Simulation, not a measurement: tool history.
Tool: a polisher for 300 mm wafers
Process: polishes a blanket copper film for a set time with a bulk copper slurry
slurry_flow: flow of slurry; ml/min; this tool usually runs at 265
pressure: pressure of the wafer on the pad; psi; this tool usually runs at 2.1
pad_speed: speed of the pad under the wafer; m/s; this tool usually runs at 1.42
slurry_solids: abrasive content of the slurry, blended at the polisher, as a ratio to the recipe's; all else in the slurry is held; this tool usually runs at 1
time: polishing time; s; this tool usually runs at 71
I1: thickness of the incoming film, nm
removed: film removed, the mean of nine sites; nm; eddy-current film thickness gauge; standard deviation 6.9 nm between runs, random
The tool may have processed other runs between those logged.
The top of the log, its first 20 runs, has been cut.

{"hour": 1173.7, "done": "slurry nozzle cleaned"}
{"run": 21, "hour": 1229.7, "slurry_flow": 265, "pressure": 2.1, "pad_speed": 1.42, "slurry_solids": 0.75, "time": 71, "I1": 1987.8, "removed": 723.7}
{"run": 22, "hour": 1257.2, "slurry_flow": 325, "pressure": 2.1, "pad_speed": 1.02, "slurry_solids": 1, "time": 71, "I1": 2032.1, "removed": 583.4}
{"run": 23, "hour": 1299.3, "slurry_flow": 325, "pressure": 2.1, "pad_speed": 1.58, "slurry_solids": 1, "time": 71, "I1": 2025.2, "removed": 813.3}
{"hour": 1323.8, "done": "worn pad replaced by a new one"}
{"run": 24, "hour": 1357.5, "slurry_flow": 265, "pressure": 2.1, "pad_speed": 1.42, "slurry_solids": 1, "time": 71, "I1": 2013.3, "removed": 797.6}
{"run": 25, "hour": 1403.6, "slurry_flow": 230, "pressure": 2.1, "pad_speed": 1.16, "slurry_solids": 1, "time": 71, "I1": 1981.4, "removed": 647.1}
{"run": 26, "hour": 1448.3, "slurry_flow": 265, "pressure": 2.1, "pad_speed": 1.42, "slurry_solids": 1.25, "time": 71, "I1": 2000.4, "removed": 809.7}
{"hour": 1451.8, "done": "head pressure recalibrated"}
{"run": 27, "hour": 1473.6, "slurry_flow": 205, "pressure": 2.1, "pad_speed": 1.22, "slurry_solids": 0.8, "time": 89, "I1": 2020.1, "removed": 786.4}
{"run": 28, "hour": 1508.1, "slurry_flow": 345, "pressure": 2.6, "pad_speed": 1.42, "slurry_solids": 1, "time": 59, "I1": 2012.6, "removed": 814.7}
{"run": 29, "hour": 1534.7, "slurry_flow": 265, "pressure": 2.1, "pad_speed": 1.42, "slurry_solids": 1, "time": 71, "I1": 2024.8, "removed": 753}
{"hour": 1544.9, "done": "slurry blender recalibrated"}
{"run": 30, "hour": 1559.3, "slurry_flow": 265, "pressure": 2.1, "pad_speed": 1.42, "slurry_solids": 1, "time": 71, "I1": 2008, "removed": 789}
{"run": 31, "hour": 1584.6, "slurry_flow": 265, "pressure": 2.6, "pad_speed": 0.98, "slurry_solids": 0.9, "time": 71, "I1": 2027.5, "removed": 709.7}

Here are 3 independent what-if runs from the current tool condition. What would each one return?
{"run": "A", "hour": 1585.0, "slurry_flow": 265, "pressure": 2.1, "pad_speed": 1.42, "slurry_solids": 1, "time": 71, "I1": 2021.1, "removed": "?"}
{"run": "B", "hour": 1585.0, "slurry_flow": 265, "pressure": 2.5, "pad_speed": 1.42, "slurry_solids": 1, "time": 71, "I1": 2021.1, "removed": "?"}
{"run": "C", "hour": 1585.0, "slurry_flow": 185, "pressure": 2.4, "pad_speed": 1.22, "slurry_solids": 0.75, "time": 71, "I1": 2021.1, "removed": "?"}

run=A removed=766.2
run=B removed=912.2
run=C removed=700.5
Take away the tool's hidden state, keep each run's random variation, and the runs would have read:
run=A removed=830
run=B removed=988.1
run=C removed=758.5
